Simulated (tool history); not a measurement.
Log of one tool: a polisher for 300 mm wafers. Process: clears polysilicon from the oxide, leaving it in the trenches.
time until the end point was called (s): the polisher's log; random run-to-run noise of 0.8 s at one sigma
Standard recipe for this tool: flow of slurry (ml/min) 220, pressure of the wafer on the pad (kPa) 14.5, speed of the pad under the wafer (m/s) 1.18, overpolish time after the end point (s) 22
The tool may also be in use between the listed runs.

| run | hour | flow of slurry (ml/min) | pressure of the wafer on the pad (kPa) | speed of the pad under the wafer (m/s) | overpolish time after the end point (s) | incoming thickness of the incoming film, nm | time until the end point was called (s) |
|---|---|---|---|---|---|---|---|
| 1 | 0 | 220 | 17.9 | 1.38 | 22 | 524.7 | 40.3 |
| 2 | 16.8 | 220 | 17.9 | 1.38 | 22 | 514.9 | 40.5 |
|  | 27.5 | worn pad replaced by a new one |
| 3 | 33.2 | 220 | 14.5 | 1.18 | 22 | 514.9 | 60.6 |
| 4 | 46.7 | 220 | 14.5 | 1.18 | 22 | 524.6 | 62.9 |
| 5 | 53.5 | 220 | 14.5 | 1.18 | 22 | 521.9 | 60.4 |
| 6 | 67 | 165 | 14.5 | 1.18 | 22 | 510.7 | 61.5 |
| 7 | 84.4 | 165 | 14.5 | 1.18 | 22 | 522.6 | 64.5 |
|  | 92.1 | worn pad replaced by a new one, repeated, since the last time left the tool worse |
| 8 | 97.8 | 165 | 14.5 | 1.18 | 22 | 520.5 | 53.3 |
| 9 | 104.1 | 220 | 14.5 | 1.18 | 22 | 520 | 51.3 |
| 10 | 121.8 | 220 | 14.5 | 1.18 | 22 | 529.3 | 53.4 |
| 11 | 132 | 220 | 14.5 | 1.18 | 22 | 516.3 | 51.4 |
| 12 | 139.7 | 220 | 14.5 | 1.18 | 22 | 514.1 | 51.8 |
| 13 | 148.7 | 220 | 14.5 | 1.18 | 22 | 513.6 | 53.7 |
|  | 150.8 | slurry nozzle cleaned |
| 14 | 190.7 | 220 | 14.5 | 1.18 | 22 | 525.5 | 56.7 |
|  | 199.6 | worn pad replaced by a new one |
| 15 | 202.8 | 220 | 14.5 | 1.18 | 22 | 517.6 | 51.2 |
| 16 | 218.5 | 220 | 10.3 | 1.06 | 32 | 521.8 | 69.9 |
| 17 | 227.2 | 220 | 18.6 | 1.36 | 30 | 525.3 | 39.3 |
| 18 | 234.4 | 220 | 12.4 | 1.18 | 15 | 530.3 | 59.5 |
| 19 | 244.1 | 220 | 14.5 | 1.18 | 22 | 528.8 | 55.3 |
| 20 | 251.2 | 220 | 14.5 | 1.18 | 26 | 521.2 | 53.2 |
| 21 | 264.8 | 220 | 14.5 | 1.18 | 22 | 525.3 | 53.9 |
| 22 | 274.3 | 220 | 14.5 | 1.18 | 22 | 522.2 | 54.8 |
| 23 | 292.1 | 285 | 14.5 | 0.9 | 22 | 520.7 | 73.2 |
|  | 307.2 | worn pad replaced by a new one |
| 24 | 309.5 | 220 | 14.5 | 1.18 | 22 | 521.1 | 52.4 |
| 25 | 320.5 | 265 | 14.5 | 1.18 | 22 | 522 | 50.1 |
| 26 | 335.1 | 220 | 14.5 | 1.18 | 22 | 528.8 | 54.3 |
|  | 343 | head pressure recalibrated |
| 27 | 346.7 | 290 | 17.2 | 1.4 | 22 | 519.6 | 38.7 |
| 28 | 360.5 | 220 | 18.6 | 1.18 | 27 | 522.4 | 45.6 |
| 29 | 369.3 | 220 | 18.6 | 1.18 | 27 | 518.9 | 47.2 |
| 30 | 377.9 | 240 | 9.7 | 1 | 29 | 516.2 | 79.8 |
| 31 | 393.4 | 220 | 14.5 | 1.18 | 22 | 520.9 | 56.1 |
| 32 | 404.6 | 150 | 11 | 1.38 | 10 | 525.4 | 58 |
|  | 411 | worn pad replaced by a new one |
| 33 | 421.3 | 185 | 19.3 | 1.4 | 30 | 518.1 | 39 |
| 34 | 432 | 220 | 13.1 | 1.18 | 29 | 522 | 55.5 |
| 35 | 476.2 | 220 | 14.5 | 1.18 | 22 | 521.5 | 55.6 |

Measured minus without-hidden-state, run by run (identical run-to-run variation in each term; gauge scatter may differ):
Hidden state at play: removal rate lost through wear of the pad, %; slurry flow missing at the pad, %; deviation of the head's pressure from its setpoint, %.
| run | time until the end point was called (s) |
|---|---|
| 1 | +1.7 |
| 2 | +2.4 |
| 3 | +7.8 |
| 4 | +8.3 |
| 5 | +8.1 |
| 6 | +8.6 |
| 7 | +9.8 |
| 8 | +0.1 |
| 9 | +0.1 |
| 10 | +0.4 |
| 11 | +0.6 |
| 12 | +0.9 |
| 13 | +1.2 |
| 14 | +3.8 |
| 15 | +0.4 |
| 16 | +0.7 |
| 17 | +0.5 |
| 18 | +0.9 |
| 19 | +1.1 |
| 20 | +1.3 |
| 21 | +1.9 |
| 22 | +2.5 |
| 23 | +4.8 |
| 24 | +0.1 |
| 25 | +0.2 |
| 26 | +0.4 |
| 27 | +0.5 |
| 28 | +1 |
| 29 | +1.4 |
| 30 | +2.9 |
| 31 | +3 |
| 32 | +3.9 |
| 33 | +0.7 |
| 34 | +1.1 |
| 35 | +2.6 |

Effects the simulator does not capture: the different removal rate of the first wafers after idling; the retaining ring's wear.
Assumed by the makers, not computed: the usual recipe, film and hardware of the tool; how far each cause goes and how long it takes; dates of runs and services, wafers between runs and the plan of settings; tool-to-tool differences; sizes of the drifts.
